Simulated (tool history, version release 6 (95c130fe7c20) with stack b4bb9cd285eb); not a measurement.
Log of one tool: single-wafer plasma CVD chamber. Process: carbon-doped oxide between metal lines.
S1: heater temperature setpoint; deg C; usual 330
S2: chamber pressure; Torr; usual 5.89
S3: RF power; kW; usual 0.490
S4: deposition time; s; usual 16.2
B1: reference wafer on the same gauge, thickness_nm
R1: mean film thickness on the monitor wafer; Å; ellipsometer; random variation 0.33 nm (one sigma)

| run | hour | S1 | S2 | S3 | S4 | B1 | R1 |
|---|---|---|---|---|---|---|---|
| 1 | 0.0 | 321 | 5.89 | 0.490 | 16.2 | 70.750 | 813.63 |
| 2 | 53.6 | 321 | 5.89 | 0.490 | 16.2 | 70.634 | 813.60 |
| 3 | 72.7 | 321 | 5.89 | 0.490 | 16.2 | 70.620 | 805.99 |
| 4 | 99.4 | 330 | 5.89 | 0.490 | 16.2 | 70.704 | 776.29 |
| 5 | 116.3 | 330 | 5.89 | 0.490 | 16.2 | 70.610 | 775.39 |
|  | 123.3 | gauge calibrated |
| 6 | 128.6 | 330 | 5.89 | 0.490 | 16.2 | 70.753 | 779.52 |
| 7 | 157.5 | 330 | 5.89 | 0.490 | 15.1 | 70.676 | 724.04 |
| 8 | 171.3 | 330 | 6.30 | 0.580 | 14.8 | 70.696 | 807.49 |
|  | 192.9 | showerhead replaced |
|  | 197.5 | RF generator calibrated |
| 9 | 198.0 | 321 | 5.89 | 0.490 | 16.2 | 70.554 | 845.71 |
| 10 | 209.0 | 330 | 5.89 | 0.490 | 18.2 | 70.676 | 919.05 |
|  | 230.4 | capacitance manometer re-zeroed and calibrated |
|  | 241.4 | thermocouple changed; heater temperature recalibrated |
| 11 | 241.9 | 330 | 5.89 | 0.570 | 16.2 | 70.845 | 904.25 |
| 12 | 259.7 | 330 | 5.89 | 0.490 | 17.8 | 70.651 | 888.04 |
| 13 | 276.5 | 330 | 5.89 | 0.490 | 16.2 | 70.719 | 805.55 |
| 14 | 304.1 | 321 | 4.91 | 0.460 | 13.1 | 70.740 | 632.10 |

Hidden state or all else? Some run-to-run changes of R1, split into what the settings, what came in and random variation would give without the hidden state, and what is left for the hidden state (with any gauge scatter that isn't in both results):
The hidden state here: wafer temperature above the value expected at the setpoint (K); delivered RF power above the setpoint (%); true pressure above the setpoint (%); gauge reads high (%).
Run 8 -> 9: S1 330 -> 321, S2 6.30 -> 5.89, S3 0.580 -> 0.490, S4 14.8 -> 16.2, showerhead replaced, RF generator calibrated. R1 +38.22 Å: hidden state +43.46, all else -5.24.
Run 13 -> 14: S1 330 -> 321, S2 5.89 -> 4.91, S3 0.490 -> 0.460, S4 16.2 -> 13.1. R1 -173.45 Å: hidden state -1.35, all else -172.10.
